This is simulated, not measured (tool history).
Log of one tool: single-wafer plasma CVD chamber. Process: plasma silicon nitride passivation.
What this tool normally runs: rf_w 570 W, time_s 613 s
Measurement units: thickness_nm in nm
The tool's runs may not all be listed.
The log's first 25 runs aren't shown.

| run | day | rf_w | time_s | wafers since the last listed run | hours since the last RF generator calibration | hours since the showerhead was replaced | hours since the gauge calibration | read-back reference wafer on the same gauge, thickness_nm | thickness_nm |
|---|---|---|---|---|---|---|---|---|---|
| 26 | 82.033 | 530 | 699 | 281 | 1012.3 | 608.5 | 145.6 | 1139.569 | 1094.294 |
| 27 | 86.012 | 615 | 728 | 292 | 1107.8 | 704 | 241.1 | 1139.206 | 1234.1 |
| 28 | 87.767 | 515 | 613 | 128 | 1149.9 | 746.1 | 283.2 | 1138.872 | 946.519 |
|  | 88.462 | RF generator calibrated |
| 29 | 89.783 | 535 | 613 | 123 | 31.7 | 794.5 | 331.6 | 1138.51 | 975.262 |
| 30 | 91.679 | 605 | 712 | 139 | 77.2 | 840 | 377.1 | 1141.135 | 1199.596 |
| 31 | 94.854 | 490 | 510 | 233 | 153.4 | 916.2 | 453.3 | 1140.721 | 770.65 |
| 32 | 98.596 | 570 | 613 | 274 | 243.2 | 1006 | 543.1 | 1140.367 | 1004.043 |
| 33 | 102.783 | 570 | 613 | 307 | 343.7 | 1106.5 | 643.6 | 1139.123 | 999.651 |
| 34 | 105.104 | 640 | 723 | 170 | 399.4 | 1162.2 | 699.3 | 1139.659 | 1245.563 |

Forecast run 35:
| 35 | 108.779 | 630 | 613 | 269 | 487.6 | 1250.4 | 787.5 | ? | ? |

Run 35 gave read-back reference wafer on the same gauge, thickness_nm 1140.49, thickness_nm 1046.746 nm.
The same run, on a tool lacking any hidden state, would have yielded thickness_nm 1057.611 nm.
